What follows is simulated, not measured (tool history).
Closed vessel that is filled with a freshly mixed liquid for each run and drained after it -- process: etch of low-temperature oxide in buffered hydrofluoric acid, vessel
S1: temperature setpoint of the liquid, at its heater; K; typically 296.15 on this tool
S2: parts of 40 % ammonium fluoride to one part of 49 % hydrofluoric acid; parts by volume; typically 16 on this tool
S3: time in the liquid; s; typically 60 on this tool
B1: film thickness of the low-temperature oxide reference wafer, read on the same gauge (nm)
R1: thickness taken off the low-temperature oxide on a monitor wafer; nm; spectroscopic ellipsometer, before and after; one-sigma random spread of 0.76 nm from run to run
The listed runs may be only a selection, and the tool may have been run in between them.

run,hour,S1,S2,S3,B1,R1
1,0,299.15,16,70,150.01,98.82
2,49.9,296.15,16,60,149.98,77.92
3,104.6,296.15,16,60,149.99,76.61
4,145,299.15,16,60,149.99,89.31
5,203.7,299.15,16,60,150.01,89.54
6,269.6,299.15,16,60,149.97,89.11
7,298.2,296.15,16,60,149.96,75.39
8,363.4,296.15,16,60,150.02,73.13
9,431.4,293.65,16,60,150.04,64.32
10,485.3,296.15,19.5,60,150,60.31
11,513.6,296.15,19.5,60,150.02,60.59
12,582.6,296.15,19.5,60,150.02,61.29
13,640.9,294.15,16,60,149.96,64.34
14,686,294.15,16,85,150.01,92.91
15,739.4,296.15,16,60,150.01,72.74
16,795.6,294.15,16,60,150.04,64.16
17,830.2,296.15,16,60,150.01,78.31
18,889.7,296.15,16,60,149.98,77.19
19,1096.1,296.15,21,85,150.02,84.13
20,1128.9,294.65,12,85,150.04,132.63
21,1157.7,293.15,11,40,150.01,61.33
22,1193.9,296.15,16,60,150.02,75.44
23,1254.5,296.15,16,60,149.99,73.69
24,1289.4,293.65,12,75,149.98,107.16
25,1360.3,301.15,22,80,150,97.15
26,1416.6,296.15,16,90,150.03,107.29
27,1466.7,300.65,20.5,80,150.01,100.58
28,1523.7,292.65,11.5,80,150.01,111.08
29,1591.6,301.15,16,60,150.01,93.74
30,1639.5,296.15,16,60,150.01,72.65
31,1701.6,296.15,18.5,30,149.97,30.38
32,1728.4,292.15,18,40,150.01,36.63

Removed from this log: 5 entries logged between the listed runs. Between which two listed runs does each belong, and how does the tool's hidden state at the listed run before it compare with that at the listed run after it?
Runs 1 to 2: thermometer replaced (hour 9.4)
  liquid colder than its thermometer reads (K): 1.51 -> 0.177
  measured minus no-state result, R1: -8.43 -> -0.78 nm
Runs 7 to 8: gauge calibrated (hour 327.5)
  liquid colder than its thermometer reads (K): 0.629 -> 0.748
  measured minus no-state result, R1: -2.66 -> -3.09 nm
Runs 12 to 13: hydrofluoric acid flow meter replaced (hour 634.2)
  liquid colder than its thermometer reads (K): 1.15 -> 1.25
  measured minus no-state result, R1: -4.02 -> -4.66 nm
Runs 16 to 17: thermometer replaced (hour 805.1)
  liquid colder than its thermometer reads (K): 1.53 -> 0.0794
  measured minus no-state result, R1: -5.74 -> -0.35 nm
Runs 31 to 32: thermometer replaced (hour 1716.6)
  liquid colder than its thermometer reads (K): 1.66 -> 0.232
  measured minus no-state result, R1: -2.92 -> -0.48 nm
